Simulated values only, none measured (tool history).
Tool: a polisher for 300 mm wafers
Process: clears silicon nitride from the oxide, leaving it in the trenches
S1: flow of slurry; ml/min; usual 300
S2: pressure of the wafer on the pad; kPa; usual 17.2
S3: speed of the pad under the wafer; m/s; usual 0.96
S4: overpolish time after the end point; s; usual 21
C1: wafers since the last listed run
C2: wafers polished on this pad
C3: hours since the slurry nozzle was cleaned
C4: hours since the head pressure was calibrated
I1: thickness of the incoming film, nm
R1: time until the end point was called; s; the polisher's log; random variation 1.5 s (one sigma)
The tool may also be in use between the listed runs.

Run 1, hour 0.0: usual settings; C1 0; C2 513; C3 111.9; C4 212.8; I1 59.6. Result: R1 95.8 s.
Run 2, hour 19.1: usual settings; C1 108; C2 621; C3 131.0; C4 231.9; I1 59.5. Result: R1 95.9 s.
Run 3, hour 49.5: usual settings; C1 172; C2 794; C3 161.4; C4 262.3; I1 60.1. Result: R1 100.7 s.
Run 4, hour 62.0: usual settings; C1 71; C2 865; C3 173.9; C4 274.8; I1 60.4. Result: R1 100.9 s.
Run 5, hour 90.8: usual settings; C1 163; C2 1028; C3 202.7; C4 303.6; I1 59.8. Result: R1 101.8 s.
At hour 108.2: worn pad replaced by a new one.
Run 6, hour 124.6: usual settings; C1 169; C2 92; C3 236.5; C4 337.4; I1 60.3. Result: R1 94.3 s.
Run 7, hour 153.4: usual settings; C1 163; C2 256; C3 265.3; C4 366.2; I1 60.2. Result: R1 91.5 s.
Run 8, hour 175.7: usual settings but S1 265 ml/min; C1 126; C2 383; C3 287.6; C4 388.5; I1 60.1. Result: R1 101.7 s.
Run 9, hour 189.9: usual settings but S1 265 ml/min; C1 80; C2 463; C3 301.8; C4 402.7; I1 61.2. Result: R1 101.2 s.
At hour 201.3: head pressure recalibrated.
Run 10, hour 212.7: usual settings but S1 265 ml/min; C1 118; C2 582; C3 324.6; C4 11.4; I1 59.1. Result: R1 93.6 s.
Run 11, hour 247.8: usual settings but S4 29 s; C1 199; C2 781; C3 359.7; C4 46.5; I1 60.4. Result: R1 91.7 s.
Run 12, hour 278.1: usual settings but S1 335 ml/min, S4 27 s; C1 172; C2 953; C3 390.0; C4 76.8; I1 60.3. Result: R1 95.5 s.
Run 13, hour 294.9: usual settings but S1 335 ml/min, S4 27 s; C1 95; C2 1048; C3 406.8; C4 93.6; I1 59.3. Result: R1 95.5 s.
At hour 300.9: worn pad replaced by a new one.
Run 14, hour 329.3: usual settings but S1 335 ml/min, S4 27 s; C1 172; C2 161; C3 441.2; C4 128.0; I1 60.9. Result: R1 87.6 s.
Run 15, hour 357.1: usual settings; C1 157; C2 319; C3 469.0; C4 155.8; I1 59.0. Result: R1 91.0 s.
Run 16, hour 408.1: usual settings but S4 16 s; C1 289; C2 608; C3 520.0; C4 206.8; I1 61.0. Result: R1 95.4 s.
Run 17, hour 433.5: usual settings but S3 1.20 m/s, S4 28 s; C1 144; C2 753; C3 545.4; C4 232.2; I1 60.2. Result: R1 80.0 s.
Run 18, hour 453.2: usual settings but S1 385 ml/min, S3 0.86 m/s, S4 28 s; C1 111; C2 865; C3 565.1; C4 251.9; I1 59.5. Result: R1 107.0 s.
Run 19, hour 470.1: usual settings but S1 235 ml/min, S2 20.7 kPa, S3 0.72 m/s, S4 27 s; C1 95; C2 961; C3 582.0; C4 268.8; I1 60.1. Result: R1 111.7 s.
At hour 489.9: slurry nozzle cleaned.
At hour 496.2: worn pad replaced by a new one.
Run 20, hour 501.6: usual settings but S1 240 ml/min, S4 28 s; C1 150; C2 30; C3 11.7; C4 300.3; I1 61.3. Result: R1 91.2 s.
Run 21, hour 528.2: usual settings but S1 210 ml/min, S2 13.8 kPa, S3 1.06 m/s, S4 32 s; C1 151; C2 181; C3 38.3; C4 326.9; I1 59.3. Result: R1 107.3 s.
Run 22, hour 557.8: usual settings but S1 265 ml/min, S2 11.7 kPa, S3 1.12 m/s; C1 168; C2 350; C3 67.9; C4 356.5; I1 59.6. Result: R1 119.0 s.
Run 23, hour 587.3: usual settings; C1 167; C2 517; C3 97.4; C4 386.0; I1 59.8. Result: R1 98.7 s.
Run 24, hour 603.4: usual settings; C1 91; C2 609; C3 113.5; C4 402.1; I1 60.5. Result: R1 98.3 s.
Run 25, hour 616.6: usual settings but S1 255 ml/min, S2 15.2 kPa, S3 1.06 m/s, S4 30 s; C1 74; C2 684; C3 126.7; C4 415.3; I1 59.3. Result: R1 105.5 s.
Run 26, hour 631.9: usual settings but S1 220 ml/min, S2 20.7 kPa, S3 0.80 m/s, S4 26 s; C1 86; C2 770; C3 142.0; C4 430.6; I1 59.5. Result: R1 108.3 s.
At hour 653.2: head pressure recalibrated.
Run 27, hour 659.9: usual settings; C1 147; C2 918; C3 170.0; C4 6.7; I1 60.9. Result: R1 91.7 s.
Run 28, hour 685.8: usual settings but S1 365 ml/min, S2 23.4 kPa, S3 1.12 m/s, S4 17 s; C1 147; C2 1065; C3 195.9; C4 32.6; I1 59.3. Result: R1 58.9 s.
At hour 702.3: worn pad replaced by a new one.
Run 29, hour 718.7: usual settings; C1 164; C2 93; C3 228.8; C4 65.5; I1 61.4. Result: R1 87.8 s.
Run 30, hour 744.9: usual settings but S4 14 s; C1 148; C2 242; C3 255.0; C4 91.7; I1 59.7. Result: R1 91.4 s.
Run 31, hour 770.4: usual settings; C1 144; C2 386; C3 280.5; C4 117.2; I1 60.2. Result: R1 91.9 s.
Run 32, hour 798.3: usual settings but S1 330 ml/min, S2 11.0 kPa; C1 158; C2 545; C3 308.4; C4 145.1; I1 59.9. Result: R1 140.2 s.
Run 33, hour 821.4: usual settings; C1 131; C2 676; C3 331.5; C4 168.2; I1 60.1. Result: R1 94.5 s.
Run 34, hour 850.3: usual settings; C1 164; C2 840; C3 360.4; C4 197.1; I1 59.7. Result: R1 95.3 s.
Run 35, hour 869.6: usual settings; C1 109; C2 950; C3 379.7; C4 216.4; I1 59.7. Result: R1 93.9 s.
At hour 901.9: worn pad replaced by a new one.
Run 36, hour 902.4: usual settings but S2 13.8 kPa, S4 29 s; C1 163; C2 3; C3 412.5; C4 249.2; I1 59.8. Result: R1 108.5 s.

Measured less the same run without the tool's hidden state. The same run-to-run variation is in both; the gauge's scatter may not be:
The hidden state here: removal rate lost through wear of the pad, %; slurry flow missing at the pad, %; deviation of the head's pressure from its setpoint, %.
run     R1
  1  +13.1
  2  +14.2
  3  +16.3
  4  +16.8
  5  +18.0
  6  +10.3
  7  +13.2
  8  +16.8
  9  +17.7
 10   +9.9
 11  +11.3
 12  +12.8
 13  +13.4
 14   +6.6
 15   +9.7
 16  +13.6
 17  +12.4
 18  +17.4
 19  +18.8
 20   +7.6
 21  +13.1
 22  +18.1
 23  +17.1
 24  +18.0
 25  +20.0
 26  +21.2
 27  +10.5
 28   +7.3
 29   +4.5
 30   +7.8
 31  +10.1
 32  +18.1
 33  +13.3
 34  +14.7
 35  +15.1
 36   +7.0

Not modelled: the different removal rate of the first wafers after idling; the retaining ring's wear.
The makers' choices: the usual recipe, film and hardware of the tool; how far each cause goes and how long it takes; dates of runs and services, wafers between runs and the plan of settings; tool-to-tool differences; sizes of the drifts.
